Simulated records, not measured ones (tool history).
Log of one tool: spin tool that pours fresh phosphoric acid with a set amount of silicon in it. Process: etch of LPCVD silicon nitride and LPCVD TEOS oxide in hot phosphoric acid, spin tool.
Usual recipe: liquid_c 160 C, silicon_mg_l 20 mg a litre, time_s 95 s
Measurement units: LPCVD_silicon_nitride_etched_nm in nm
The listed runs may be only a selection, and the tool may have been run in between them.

run,hour,liquid_c,silicon_mg_l,time_s,wafers since the last listed run,hours since the thermometer was replaced,hours since the dissolved silicon flow meter was replaced,hours since the heated supply line was repaired,hours since the gauge calibration,"read-back film thickness of the LPCVD silicon nitride reference wafer, read on the same gauge (nm)",LPCVD_silicon_nitride_etched_nm
1,0,162,20,130,0,2971.3,26.1,752.1,159.2,50.02,11.36
2,30,160,13.5,50,399,3001.3,56.1,782.1,189.2,50,4.08
3,125.5,161.5,5.5,65,1272,3096.8,151.6,877.6,284.7,49.97,5.59
4,142.6,160,20,95,227,3113.9,168.7,894.7,301.8,50.02,7.78
# hour 150: thermometer replaced
5,168.4,160,20,95,330,18.4,194.5,920.5,327.6,50.01,7.78
6,202.9,162,11.5,60,459,52.9,229,955,362.1,50.01,5.24
7,230.9,160,20,75,373,80.9,257,983,390.1,49.99,6.12
8,246.4,162.5,20,95,206,96.4,272.5,998.5,405.6,49.98,8.43
9,270.8,158.5,20,95,325,120.8,296.9,1022.9,430,49.99,7.52
10,290.7,161,20,95,265,140.7,316.8,1042.8,449.9,50,8.09
11,303.3,160,20,95,167,153.3,329.4,1055.4,462.5,50.02,7.72
# hour 304.5: heated supply line repaired
12,336.4,160,14.5,95,427,186.4,362.5,31.9,495.6,50.01,7.76
13,353.3,160,25,95,225,203.3,379.4,48.8,512.5,50.01,7.79
14,374.8,161.5,20,60,286,224.8,400.9,70.3,534,50,5.21
15,399.9,161,34,95,334,249.9,426,95.4,559.1,49.99,8.08
16,414.9,163,32,115,199,264.9,441,110.4,574.1,50.02,10.5
17,433.8,160,20,80,251,283.8,459.9,129.3,593,50.01,6.52
18,451.6,158,26,135,237,301.6,477.7,147.1,610.8,50,10.38
19,472,158.5,4,45,271,322,498.1,167.5,631.2,50,3.51
20,486.8,163,20,95,197,336.8,512.9,182.3,646,50.03,8.68
21,503.1,161,28.5,75,217,353.1,529.2,198.6,662.3,50.04,6.37
22,541.1,158.5,28,95,506,391.1,567.2,236.6,700.3,50,7.48

What was the tool's hidden state at every run in the log?
liquid hotter than its thermometer reads (K): 0 in every run
dissolved silicon flow above the setpoint (%): 0 in every run
temperature lost on the way to the wafer (K): 0 in every run
gauge reads high (%): 0 in every run
